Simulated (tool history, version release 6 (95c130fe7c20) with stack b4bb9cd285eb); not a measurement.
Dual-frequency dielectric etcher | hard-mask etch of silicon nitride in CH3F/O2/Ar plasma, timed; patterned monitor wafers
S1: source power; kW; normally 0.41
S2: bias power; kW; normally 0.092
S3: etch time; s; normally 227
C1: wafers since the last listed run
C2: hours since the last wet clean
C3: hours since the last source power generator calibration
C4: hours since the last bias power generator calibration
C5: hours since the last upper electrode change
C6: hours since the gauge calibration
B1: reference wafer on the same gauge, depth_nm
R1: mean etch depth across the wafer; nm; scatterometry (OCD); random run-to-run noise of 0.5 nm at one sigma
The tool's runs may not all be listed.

run	hour	S1	S2	S3	C1	C2	C3	C4	C5	C6	B1	R1
1	0	0.41	0.092	227	0	25.6	3803	4907.1	2580	31.8	188	163.5
2	8.4	0.41	0.092	227	52	34	3811.4	4915.5	2588.4	40.2	188	164.8
3	14.9	0.41	0.092	227	40	40.5	3817.9	4922	2594.9	46.7	187.9	164.3
4	24.1	0.41	0.092	227	57	49.7	3827.1	4931.2	2604.1	55.9	188.1	164.7
5	33.1	0.41	0.092	227	56	58.7	3836.1	4940.2	2613.1	64.9	188	163.8
6	49.2	0.41	0.092	169	101	74.8	3852.2	4956.3	2629.2	81	188	122.3
7	99.9	0.41	0.092	294	319	125.5	3902.9	5007	2679.9	131.7	188	214.3
# hour 129.5: upper electrode replaced
8	130	0.41	0.092	227	38	155.6	3933	5037.1	0.5	161.8	188.1	165.1
9	130.3	0.41	0.092	207	1	155.9	3933.3	5037.4	0.8	162.1	188	149.7
# hour 138.6: bias power generator calibrated
10	139.2	0.41	0.092	227	30	164.8	3942.2	0.6	9.7	171	188.1	166.2
11	147.2	0.41	0.101	166.5	50	172.8	3950.2	8.6	17.7	179	188	125.2
# hour 157.6: source power generator calibrated
12	158	0.49	0.105	177.5	42	183.6	0.4	19.4	28.5	189.8	188	141
13	165	0.41	0.092	227	44	190.6	7.4	26.4	35.5	196.8	188	165.4
14	180.3	0.51	0.113	184	96	205.9	22.7	41.7	50.8	212.1	187.9	152.1
15	190.8	0.41	0.092	227	66	216.4	33.2	52.2	61.3	222.6	188.1	165.6
16	197.9	0.46	0.092	227	44	223.5	40.3	59.3	68.4	229.7	188	171.5
17	204.6	0.46	0.092	227	42	230.2	47	66	75.1	236.4	188.1	171.6
18	212.3	0.41	0.092	258	48	237.9	54.7	73.7	82.8	244.1	188.1	189
19	222.8	0.33	0.099	167	66	248.4	65.2	84.2	93.3	254.6	188	117.7
20	240.7	0.47	0.107	184.5	112	266.3	83.1	102.1	111.2	272.5	188	147
21	253.8	0.32	0.1	205.5	82	279.4	96.2	115.2	124.3	285.6	188.1	144.4
22	301.3	0.41	0.075	227	299	326.9	143.7	162.7	171.8	333.1	187.9	156.5
# hour 325.9: wet clean of the chamber
23	326.4	0.37	0.079	227	6	0.5	168.8	187.8	196.9	358.2	187.9	152.8
24	331.6	0.48	0.075	162.5	32	5.7	174	193	202.1	363.4	187.9	115.8
25	342	0.41	0.092	227	65	16.1	184.4	203.4	212.5	373.8	188	164.3
26	351.4	0.41	0.092	227	59	25.5	193.8	212.8	221.9	383.2	188.1	164.8
27	363.8	0.48	0.092	227	78	37.9	206.2	225.2	234.3	395.6	188	172.5
28	372.4	0.41	0.092	227	54	46.5	214.8	233.8	242.9	404.2	187.9	164.9
29	381.6	0.46	0.092	265	57	55.7	224	243	252.1	413.4	188	199.5

Forecast each of these 5 alternatives for the next run:
A	382.1	0.41	0.092	260.5	3	56.2	224.5	243.5	252.6	413.9	?	?
B	382.1	0.41	0.114	227	3	56.2	224.5	243.5	252.6	413.9	?	?
C	382.1	0.41	0.112	201.5	3	56.2	224.5	243.5	252.6	413.9	?	?
D	382.1	0.41	0.109	227	3	56.2	224.5	243.5	252.6	413.9	?	?
E	382.1	0.41	0.104	227	3	56.2	224.5	243.5	252.6	413.9	?	?

run	B1	R1
A	188	189.9
B	188	177.1
C	188	156.3
D	188	174.5
E	188	171.9
With no hidden state in the tool, these same runs would have given:
run	R1
A	188.8
B	176.1
C	155.4
D	173.6
E	171
